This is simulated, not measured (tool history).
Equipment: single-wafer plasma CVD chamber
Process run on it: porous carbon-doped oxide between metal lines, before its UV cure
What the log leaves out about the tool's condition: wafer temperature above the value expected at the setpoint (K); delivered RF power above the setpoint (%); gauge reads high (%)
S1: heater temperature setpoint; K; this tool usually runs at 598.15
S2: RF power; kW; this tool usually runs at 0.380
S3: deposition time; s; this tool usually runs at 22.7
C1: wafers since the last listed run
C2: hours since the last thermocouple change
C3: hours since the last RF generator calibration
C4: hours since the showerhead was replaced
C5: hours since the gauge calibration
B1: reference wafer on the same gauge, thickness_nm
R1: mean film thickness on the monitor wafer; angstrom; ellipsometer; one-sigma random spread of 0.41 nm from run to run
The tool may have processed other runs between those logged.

run,hour,S1,S2,S3,C1,C2,C3,C4,C5,B1,R1
1,0.0,598.15,0.380,25.7,0,1035.3,299.4,2455.6,257.6,65.727,902.10
2,14.9,598.15,0.380,25.7,508,1050.2,314.3,2470.5,272.5,65.699,897.56
3,44.9,598.15,0.380,25.7,1023,1080.2,344.3,2500.5,302.5,65.694,896.00
4,68.8,598.15,0.380,22.7,815,1104.1,368.2,2524.4,326.4,65.712,798.13
5,85.4,598.15,0.380,22.7,566,1120.7,384.8,2541.0,343.0,65.687,797.29
6,108.2,598.15,0.380,22.7,777,1143.5,407.6,2563.8,365.8,65.736,795.51
7,136.0,598.15,0.380,22.7,948,1171.3,435.4,2591.6,393.6,65.722,796.17
8,148.8,598.15,0.380,22.7,436,1184.1,448.2,2604.4,406.4,65.722,795.04
9,169.9,598.15,0.380,22.7,719,1205.2,469.3,2625.5,427.5,65.725,797.68
10,206.1,598.15,0.380,22.7,1235,1241.4,505.5,2661.7,463.7,65.679,788.07
11,227.1,598.15,0.430,22.7,716,1262.4,526.5,2682.7,484.7,65.717,845.34
12,256.9,598.15,0.380,22.7,1016,1292.2,556.3,2712.5,514.5,65.703,786.07
13,283.0,598.15,0.380,22.7,890,1318.3,582.4,2738.6,540.6,65.794,786.92
# hour 302.8: thermocouple changed; heater temperature recalibrated
14,303.3,598.15,0.340,25.3,419,0.5,602.7,2758.9,560.9,65.714,830.95
15,310.2,598.15,0.340,25.3,235,7.4,609.6,2765.8,567.8,65.711,820.30
16,326.0,598.15,0.360,22.7,539,23.2,625.4,2781.6,583.6,65.704,762.37

The next listed run, before its measurement:
17,342.1,590.15,0.380,26.6,549,39.3,641.5,2797.7,599.7,?,?

{"run 17": {"B1": 65.717, "R1": 941.64}}
Were there no unlogged condition in the tool, this run, its random variation unchanged, would have produced R1 976.68 angstrom.
